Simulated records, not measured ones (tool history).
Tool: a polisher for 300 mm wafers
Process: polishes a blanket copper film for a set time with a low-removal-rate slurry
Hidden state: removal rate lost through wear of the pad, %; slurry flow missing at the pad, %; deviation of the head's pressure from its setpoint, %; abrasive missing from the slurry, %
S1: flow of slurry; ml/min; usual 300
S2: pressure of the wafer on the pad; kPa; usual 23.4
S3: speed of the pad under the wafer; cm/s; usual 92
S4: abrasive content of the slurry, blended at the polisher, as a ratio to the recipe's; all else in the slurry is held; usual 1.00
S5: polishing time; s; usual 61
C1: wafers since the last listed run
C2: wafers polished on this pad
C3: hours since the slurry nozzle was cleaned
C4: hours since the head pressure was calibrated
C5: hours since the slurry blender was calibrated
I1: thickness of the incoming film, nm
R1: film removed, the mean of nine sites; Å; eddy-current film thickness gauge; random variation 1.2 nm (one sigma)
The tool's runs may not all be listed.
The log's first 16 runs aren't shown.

| run | hour | S1 | S2 | S3 | S4 | S5 | C1 | C2 | C3 | C4 | C5 | I1 | R1 |
|---|---|---|---|---|---|---|---|---|---|---|---|---|---|
| 17 | 810.7 | 300 | 23.4 | 92 | 1.00 | 61 | 767 | 3338 | 183.8 | 446.9 | 154.3 | 658.1 | 1661 |
|  | 900.2 | worn pad replaced by a new one |
| 18 | 902.5 | 250 | 17.2 | 76 | 1.00 | 42 | 1067 | 27 | 275.6 | 538.7 | 246.1 | 659.8 | 679 |
| 19 | 946.1 | 385 | 23.4 | 108 | 1.00 | 61 | 530 | 557 | 319.2 | 582.3 | 289.7 | 663.6 | 1949 |
| 20 | 1011.2 | 300 | 23.4 | 92 | 1.00 | 61 | 791 | 1349 | 384.3 | 647.4 | 354.8 | 663.4 | 1608 |
| 21 | 1039.9 | 355 | 23.4 | 62 | 1.00 | 61 | 348 | 1698 | 413.0 | 676.1 | 383.5 | 649.5 | 1101 |
|  | 1060.1 | slurry blender recalibrated |
| 22 | 1105.1 | 300 | 23.4 | 92 | 1.00 | 61 | 768 | 2467 | 478.2 | 741.3 | 45.0 | 666.9 | 1681 |
|  | 1131.4 | slurry nozzle cleaned |
| 23 | 1166.2 | 300 | 23.4 | 92 | 1.20 | 61 | 730 | 3197 | 34.8 | 802.4 | 106.1 | 660.2 | 1743 |
| 24 | 1235.5 | 300 | 18.6 | 92 | 0.85 | 61 | 842 | 4040 | 104.1 | 871.7 | 175.4 | 656.8 | 1308 |
|  | 1300.0 | worn pad replaced by a new one |
| 25 | 1300.5 | 300 | 23.4 | 118 | 1.00 | 61 | 741 | 6 | 169.1 | 936.7 | 240.4 | 663.3 | 2145 |
| 26 | 1337.1 | 300 | 23.4 | 92 | 1.00 | 61 | 445 | 451 | 205.7 | 973.3 | 277.0 | 656.1 | 1669 |
| 27 | 1362.8 | 300 | 23.4 | 92 | 1.00 | 61 | 312 | 763 | 231.4 | 999.0 | 302.7 | 656.5 | 1661 |
|  | 1399.0 | slurry blender recalibrated |
| 28 | 1399.5 | 330 | 23.4 | 78 | 1.00 | 52 | 421 | 1185 | 268.1 | 1035.7 | 0.5 | 663.6 | 1244 |
| 29 | 1423.5 | 300 | 27.6 | 82 | 0.90 | 61 | 291 | 1477 | 292.1 | 1059.7 | 24.5 | 668.5 | 1757 |
| 30 | 1473.4 | 300 | 23.4 | 92 | 1.00 | 61 | 606 | 2084 | 342.0 | 1109.6 | 74.4 | 648.9 | 1700 |

4 ways to go on from here, each from the tool as it stands after run 30. What would each give?
| A | 1473.8 | 300 | 23.4 | 92 | 1.00 | 61 | 4 | 2089 | 342.4 | 1110.0 | 74.8 | 663.7 | ? |
| B | 1473.8 | 210 | 29.0 | 92 | 1.10 | 61 | 4 | 2089 | 342.4 | 1110.0 | 74.8 | 663.7 | ? |
| C | 1473.8 | 300 | 23.4 | 92 | 1.25 | 69 | 4 | 2089 | 342.4 | 1110.0 | 74.8 | 663.7 | ? |
| D | 1473.8 | 195 | 23.4 | 102 | 1.25 | 45 | 4 | 2089 | 342.4 | 1110.0 | 74.8 | 663.7 | ? |

| run | R1 |
|---|---|
| A | 1687 |
| B | 2076 |
| C | 1995 |
| D | 1403 |
Without the tool's hidden state the same runs would have given:
| run | R1 |
|---|---|
| A | 1634 |
| B | 2010 |
| C | 1932 |
| D | 1359 |
